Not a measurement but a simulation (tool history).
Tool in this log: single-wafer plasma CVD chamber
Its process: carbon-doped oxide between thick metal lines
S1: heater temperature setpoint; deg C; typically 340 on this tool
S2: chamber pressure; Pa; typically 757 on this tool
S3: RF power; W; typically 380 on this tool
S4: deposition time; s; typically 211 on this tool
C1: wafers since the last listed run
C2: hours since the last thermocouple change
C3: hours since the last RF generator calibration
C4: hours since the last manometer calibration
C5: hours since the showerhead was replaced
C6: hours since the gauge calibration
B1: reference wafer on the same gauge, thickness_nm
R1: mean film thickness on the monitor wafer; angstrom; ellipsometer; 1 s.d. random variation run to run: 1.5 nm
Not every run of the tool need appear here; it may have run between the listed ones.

run 1 hour=0.0 | S1=340 S2=757 S3=380 S4=211 | C1=0 C2=1207.0 C3=878.8 C4=2797.6 C5=5657.5 C6=122.3 | B1=878.080 | R1=9065.88
-- hour=10.4 gauge calibrated
run 2 hour=17.5 | S1=340 S2=757 S3=380 S4=211 | C1=108 C2=1224.5 C3=896.3 C4=2815.1 C5=5675.0 C6=7.1 | B1=878.131 | R1=9020.58
run 3 hour=31.5 | S1=340 S2=757 S3=380 S4=211 | C1=87 C2=1238.5 C3=910.3 C4=2829.1 C5=5689.0 C6=21.1 | B1=877.986 | R1=9041.80
run 4 hour=41.4 | S1=340 S2=757 S3=380 S4=211 | C1=61 C2=1248.4 C3=920.2 C4=2839.0 C5=5698.9 C6=31.0 | B1=877.836 | R1=9041.38
run 5 hour=49.8 | S1=340 S2=757 S3=380 S4=211 | C1=52 C2=1256.8 C3=928.6 C4=2847.4 C5=5707.3 C6=39.4 | B1=877.950 | R1=9019.39
-- hour=74.1 thermocouple changed; heater temperature recalibrated
run 6 hour=74.6 | S1=340 S2=757 S3=380 S4=211 | C1=104 C2=0.5 C3=953.4 C4=2872.2 C5=5732.1 C6=64.2 | B1=878.527 | R1=9032.11
run 7 hour=79.8 | S1=340 S2=757 S3=380 S4=211 | C1=32 C2=5.7 C3=958.6 C4=2877.4 C5=5737.3 C6=69.4 | B1=878.027 | R1=9007.45
-- hour=91.3 showerhead replaced
-- hour=101.4 capacitance manometer re-zeroed and calibrated
run 8 hour=101.9 | S1=340 S2=757 S3=380 S4=211 | C1=37 C2=27.8 C3=980.7 C4=0.5 C5=10.6 C6=91.5 | B1=878.097 | R1=8991.44
run 9 hour=120.6 | S1=340 S2=859 S3=380 S4=211 | C1=116 C2=46.5 C3=999.4 C4=19.2 C5=29.3 C6=110.2 | B1=877.987 | R1=9143.16
run 10 hour=129.4 | S1=335 S2=945 S3=380 S4=211 | C1=54 C2=55.3 C3=1008.2 C4=28.0 C5=38.1 C6=119.0 | B1=878.369 | R1=9371.30
run 11 hour=137.2 | S1=340 S2=757 S3=380 S4=211 | C1=48 C2=63.1 C3=1016.0 C4=35.8 C5=45.9 C6=126.8 | B1=877.843 | R1=8981.91
-- hour=141.5 gauge calibrated
-- hour=148.6 RF generator calibrated
run 12 hour=149.1 | S1=345 S2=628 S3=380 S4=211 | C1=24 C2=75.0 C3=0.5 C4=47.7 C5=57.8 C6=7.6 | B1=878.227 | R1=9234.25

Run 13, settings as shown, results not yet in. Your forecast:
run 13 hour=156.8 | S1=349 S2=849 S3=430 S4=211 | C1=47 C2=82.7 C3=8.2 C4=55.4 C5=65.5 C6=15.3 | B1=? | R1=?

{"run 13": {"B1": 878.137, "R1": 10589.48}}
If the tool had no hidden condition, the same run with the same run-to-run variation would have returned R1 10599.17 angstrom.
